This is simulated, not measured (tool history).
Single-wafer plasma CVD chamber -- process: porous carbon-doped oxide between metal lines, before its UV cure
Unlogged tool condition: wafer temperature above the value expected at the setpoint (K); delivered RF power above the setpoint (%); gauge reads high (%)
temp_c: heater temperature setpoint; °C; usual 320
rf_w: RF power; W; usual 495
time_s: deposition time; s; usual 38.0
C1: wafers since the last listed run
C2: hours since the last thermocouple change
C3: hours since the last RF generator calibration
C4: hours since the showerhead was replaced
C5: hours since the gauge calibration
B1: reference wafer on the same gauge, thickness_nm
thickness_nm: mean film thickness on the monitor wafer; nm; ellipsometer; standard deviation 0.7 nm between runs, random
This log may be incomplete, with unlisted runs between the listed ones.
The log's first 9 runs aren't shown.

Run 10, hour 626.9: usual settings but rf_w 460 W; C1 923; C2 1089.4; C3 1564.8; C4 288.1; C5 1366.9; B1 146.857. Result: thickness_nm 159.588 nm.
Run 11, hour 670.4: usual settings but time_s 32.2 s; C1 487; C2 1132.9; C3 1608.3; C4 331.6; C5 1410.4; B1 147.080. Result: thickness_nm 143.859 nm.
Run 12, hour 729.9: usual settings; C1 666; C2 1192.4; C3 1667.8; C4 391.1; C5 1469.9; B1 147.100. Result: thickness_nm 168.943 nm.
Run 13, hour 835.9: usual settings but temp_c 309 °C, rf_w 460 W; C1 1187; C2 1298.4; C3 1773.8; C4 497.1; C5 1575.9; B1 146.923. Result: thickness_nm 165.567 nm.
At hour 873.4: RF generator calibrated.
Run 14, hour 940.2: usual settings but temp_c 312 °C, rf_w 575 W; C1 1079; C2 1402.7; C3 66.8; C4 601.4; C5 1680.2; B1 146.931. Result: thickness_nm 199.369 nm.
Run 15, hour 1036.1: usual settings but temp_c 326 °C, rf_w 460 W, time_s 41.5 s; C1 1074; C2 1498.6; C3 162.7; C4 697.3; C5 1776.1; B1 146.927. Result: thickness_nm 173.300 nm.
Run 16, hour 1099.7: usual settings; C1 712; C2 1562.2; C3 226.3; C4 760.9; C5 1839.7; B1 146.942. Result: thickness_nm 172.391 nm.
Run 17, hour 1141.1: usual settings but temp_c 311 °C; C1 463; C2 1603.6; C3 267.7; C4 802.3; C5 1881.1; B1 147.052. Result: thickness_nm 180.587 nm.
Run 18, hour 1190.4: usual settings but rf_w 425 W; C1 552; C2 1652.9; C3 317.0; C4 851.6; C5 1930.4; B1 146.955. Result: thickness_nm 151.487 nm.
Run 19, hour 1278.1: usual settings; C1 982; C2 1740.6; C3 404.7; C4 939.3; C5 2018.1; B1 146.963. Result: thickness_nm 171.998 nm.
At hour 1323.8: thermocouple changed; heater temperature recalibrated.
Run 20, hour 1378.4: usual settings; C1 1034; C2 54.6; C3 505.0; C4 1039.6; C5 2118.4; B1 146.872. Result: thickness_nm 171.756 nm.
At hour 1407.9: gauge calibrated.
Run 21, hour 1422.9: usual settings; C1 498; C2 99.1; C3 549.5; C4 1084.1; C5 15.0; B1 147.094. Result: thickness_nm 172.341 nm.
Run 22, hour 1479.6: usual settings; C1 635; C2 155.8; C3 606.2; C4 1140.8; C5 71.7; B1 146.980. Result: thickness_nm 171.528 nm.
Run 23, hour 1534.5: usual settings but rf_w 550 W, time_s 31.9 s; C1 615; C2 210.7; C3 661.1; C4 1195.7; C5 126.6; B1 147.176. Result: thickness_nm 155.815 nm.
Run 24, hour 1631.8: usual settings but temp_c 311 °C, rf_w 405 W, time_s 45.4 s; C1 1090; C2 308.0; C3 758.4; C4 1293.0; C5 223.9; B1 147.043. Result: thickness_nm 179.243 nm.
Run 25, hour 1711.1: usual settings but temp_c 333 °C, rf_w 595 W, time_s 34.4 s; C1 888; C2 387.3; C3 837.7; C4 1372.3; C5 303.2; B1 147.073. Result: thickness_nm 167.834 nm.
Run 26, hour 1811.6: usual settings but temp_c 312 °C, time_s 40.8 s; C1 1126; C2 487.8; C3 938.2; C4 1472.8; C5 403.7; B1 147.038. Result: thickness_nm 189.694 nm.
Run 27, hour 1852.1: usual settings but temp_c 331 °C, time_s 35.5 s; C1 453; C2 528.3; C3 978.7; C4 1513.3; C5 444.2; B1 147.026. Result: thickness_nm 151.512 nm.
Run 28, hour 1923.5: usual settings but rf_w 440 W, time_s 35.5 s; C1 800; C2 599.7; C3 1050.1; C4 1584.7; C5 515.6; B1 146.962. Result: thickness_nm 144.829 nm.
Run 29, hour 2024.6: usual settings but rf_w 520 W, time_s 42.6 s; C1 1132; C2 700.8; C3 1151.2; C4 1685.8; C5 616.7; B1 146.849. Result: thickness_nm 197.359 nm.
Run 30, hour 2122.7: usual settings; C1 1099; C2 798.9; C3 1249.3; C4 1783.9; C5 714.8; B1 147.105. Result: thickness_nm 168.781 nm.
Run 31, hour 2257.2: usual settings but temp_c 329 °C; C1 1507; C2 933.4; C3 1383.8; C4 1918.4; C5 849.3; B1 147.037. Result: thickness_nm 161.014 nm.
Run 32, hour 2345.8: usual settings but rf_w 575 W, time_s 43.6 s; C1 992; C2 1022.0; C3 1472.4; C4 2007.0; C5 937.9; B1 147.005. Result: thickness_nm 215.911 nm.
Run 33, hour 2391.9: usual settings but time_s 35.8 s; C1 516; C2 1068.1; C3 1518.5; C4 2053.1; C5 984.0; B1 147.142. Result: thickness_nm 157.996 nm.
Run 34, hour 2463.3: usual settings but rf_w 410 W; C1 800; C2 1139.5; C3 1589.9; C4 2124.5; C5 1055.4; B1 146.925. Result: thickness_nm 141.245 nm.

What if the next run were any one of these 4? Each begins from the tool's condition after run 34:
Run A, hour 2463.7: usual settings but time_s 31.3 s; C1 4; C2 1139.9; C3 1590.3; C4 2124.9; C5 1055.8; B1 ?. Result: thickness_nm ?.
Run B, hour 2463.7: usual settings but temp_c 314 °C; C1 4; C2 1139.9; C3 1590.3; C4 2124.9; C5 1055.8; B1 ?. Result: thickness_nm ?.
Run C, hour 2463.7: usual settings but temp_c 331 °C, time_s 30.8 s; C1 4; C2 1139.9; C3 1590.3; C4 2124.9; C5 1055.8; B1 ?. Result: thickness_nm ?.
Run D, hour 2463.7: usual settings but rf_w 580 W; C1 4; C2 1139.9; C3 1590.3; C4 2124.9; C5 1055.8; B1 ?. Result: thickness_nm ?.

run       B1  thickness_nm
  A  147.067       137.755
  B  147.067       171.464
  C  147.067       128.685
  D  147.067       187.178
With the hidden condition removed and each run's random variation left untouched, the same runs would have given:
run  thickness_nm
  A       144.000
  B       179.238
  C       134.519
  D       195.353

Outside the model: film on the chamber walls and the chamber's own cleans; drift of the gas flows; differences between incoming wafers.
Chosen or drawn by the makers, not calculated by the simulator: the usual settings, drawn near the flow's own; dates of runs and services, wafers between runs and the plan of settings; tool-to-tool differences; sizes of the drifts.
